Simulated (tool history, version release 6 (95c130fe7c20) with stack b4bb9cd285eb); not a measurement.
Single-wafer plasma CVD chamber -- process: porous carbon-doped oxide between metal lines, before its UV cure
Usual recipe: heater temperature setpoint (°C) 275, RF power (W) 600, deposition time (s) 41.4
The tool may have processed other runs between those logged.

run,day,heater temperature setpoint (°C),RF power (W),deposition time (s),wafers since the last listed run,hours since the last thermocouple change,hours since the last RF generator calibration,hours since the showerhead was replaced,hours since the gauge calibration,"read-back reference wafer on the same gauge, thickness_nm",mean film thickness on the monitor wafer (angstrom)
1,0,269,600,39,0,61,1253,6426.1,53.8,296.262,2761.66
2,3.279,275,600,41.4,1219,139.7,1331.7,6504.8,132.5,295.888,2798.84
3,6.112,275,600,41.4,1054,207.7,1399.7,6572.8,200.5,295.591,2802.07
4,10.604,275,600,41.4,1670,315.5,1507.5,6680.6,308.3,295.906,2803.94
5,12.267,275,600,41.4,618,355.4,1547.4,6720.5,348.2,295.962,2781.38
6,13.779,275,600,41.4,562,391.7,1583.7,6756.8,384.5,295.76,2792.28
7,19.242,275,600,41.4,2032,522.8,1714.8,6887.9,515.6,295.871,2798.21
8,22.767,275,600,41.4,1311,607.4,1799.4,6972.5,600.2,295.736,2796.74
9,26.225,284,540,41.4,1286,690.4,1882.4,7055.5,683.2,295.609,2403.48
10,30.438,284,540,41.4,1567,791.5,1983.5,7156.6,784.3,296.096,2408.3
11,33.454,275,600,41.4,1122,863.9,2055.9,7229,856.7,295.98,2789.7
# day 35.358: showerhead replaced
12,36.296,275,600,41.4,933,932.1,2124.1,22.5,924.9,295.884,2773.14
# day 37.092: thermocouple changed; heater temperature recalibrated
13,38.558,282,600,41.4,717,35.2,2178.4,76.8,979.2,295.875,2650.47
14,41.458,267,635,36.6,1078,104.8,2248,146.4,1048.8,296.027,2739.98
15,45.025,275,600,41.4,1326,190.4,2333.6,232,1134.4,295.945,2768.87
# day 53.021: RF generator calibrated
# day 55.092: gauge calibrated
16,58.025,280,685,48.8,4712,502.4,120.1,544,70.4,296.14,3574.96
17,60.475,267,635,36.6,911,561.2,178.9,602.8,129.2,296.084,2791.44
18,63.154,263,600,41.4,996,625.5,243.2,667.1,193.5,296.031,3094.2
19,64.983,275,600,43.6,680,669.4,287.1,711,237.4,295.878,2964.27
20,66.725,271,500,41.4,647,711.2,328.9,752.8,279.2,296.35,2491.46
21,69.379,282,670,41.4,987,774.9,392.6,816.5,342.9,295.798,2933.44

The same runs without the tool's hidden state, with the same run-to-run variation:
Hidden state at play: wafer temperature above the value expected at the setpoint (K); delivered RF power above the setpoint (%); gauge reads high (%).
run,mean film thickness on the monitor wafer (angstrom)
1,2793.86
2,2833.29
3,2838.15
4,2842.55
5,2820.61
6,2832.51
7,2841.58
8,2842.07
9,2444.98
10,2451.97
11,2840.92
12,2825.65
13,2701.87
14,2794.73
15,2826.2
16,3580.96
17,2797.53
18,3102.55
19,2973.33
20,2500.23
21,2944.74

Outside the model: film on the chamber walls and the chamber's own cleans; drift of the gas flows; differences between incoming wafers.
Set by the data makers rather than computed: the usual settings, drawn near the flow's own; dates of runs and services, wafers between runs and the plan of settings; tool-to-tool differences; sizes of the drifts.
